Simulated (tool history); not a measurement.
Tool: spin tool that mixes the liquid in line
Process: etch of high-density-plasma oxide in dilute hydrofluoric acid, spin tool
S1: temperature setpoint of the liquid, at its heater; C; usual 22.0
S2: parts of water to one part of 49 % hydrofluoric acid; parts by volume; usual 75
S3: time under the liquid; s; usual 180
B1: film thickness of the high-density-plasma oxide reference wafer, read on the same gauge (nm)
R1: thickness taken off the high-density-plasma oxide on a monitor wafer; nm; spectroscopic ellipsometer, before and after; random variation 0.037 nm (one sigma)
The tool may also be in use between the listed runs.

run   hour    S1   S2   S3      B1     R1
  1    0.0  22.0   75  180  130.00   9.83
  2   18.6  22.0   75  180  130.00   9.84
  3   44.1  22.0   75  180  130.01   9.78
  4   69.0  22.0   75  115  130.00   6.24
  5   97.1  22.0   75  180  130.00   9.80
  6  131.6  22.0   75  180  130.00   9.80
  7  147.9  22.0   75  180  130.01   9.79
  8  217.2  22.0   75  180  130.01   9.80
  9  232.8  22.0   75  180  130.01   9.74
 10  257.5  22.0   75  180  130.00   9.85
 11  274.6  22.0   75  235  130.03  12.71
 12  303.1  22.0   75  180  129.99   9.76
 13  335.5  22.0   75  180  130.00   9.75
 14  350.4  22.0   75  180  129.99   9.73
 15  365.3  22.0   45  220  129.99  20.83
 16  387.5  23.5   75   95  130.00   5.45
     393.0  -- gauge calibrated
 17  420.7  26.0   75  180  130.00  11.43
     428.9  -- thermometer replaced
 18  439.8  25.5   65  180  130.01  13.44
 19  460.3  22.0   85  180  130.01   8.76
 20  483.0  22.0   75  180  130.00  10.00
 21  515.7  17.0   60  235  130.01  13.41
 22  528.8  22.0   75  180  130.00   9.96
 23  542.3  26.0  100  180  130.00   8.50
     549.7  -- hydrofluoric acid flow meter replaced
 24  566.2  22.0   75  180  130.01   9.93
 25  586.1  22.0   85  100  130.00   4.83
 26  615.3  22.0   75  180  130.00   9.94
 27  631.9  22.0   75  180  130.00   9.94
 28  664.8  26.0   55  255  130.01  23.22
 29  693.9  18.5   75  180  130.00   8.59
 30  716.7  22.0   65  180  130.01  11.65
 31  800.5  25.5   75  180  130.00  11.39

The tool's hidden state at each run:
hydrofluoric acid flow above the setpoint (%): 0 in every run
gauge reads high (%): 0 in every run
H1: liquid colder than its thermometer reads (K)
run      H1
  1    0.38
  2    0.39
  3   0.404
  4   0.418
  5   0.434
  6   0.453
  7   0.462
  8   0.501
  9    0.51
 10   0.523
 11   0.533
 12   0.549
 13   0.567
 14   0.575
 15   0.584
 16   0.596
 17   0.614
 18  0.0599
 19  0.0713
 20   0.084
 21   0.102
 22    0.11
 23   0.117
 24    0.13
 25   0.142
 26   0.158
 27   0.167
 28   0.186
 29   0.202
 30   0.215
 31   0.261
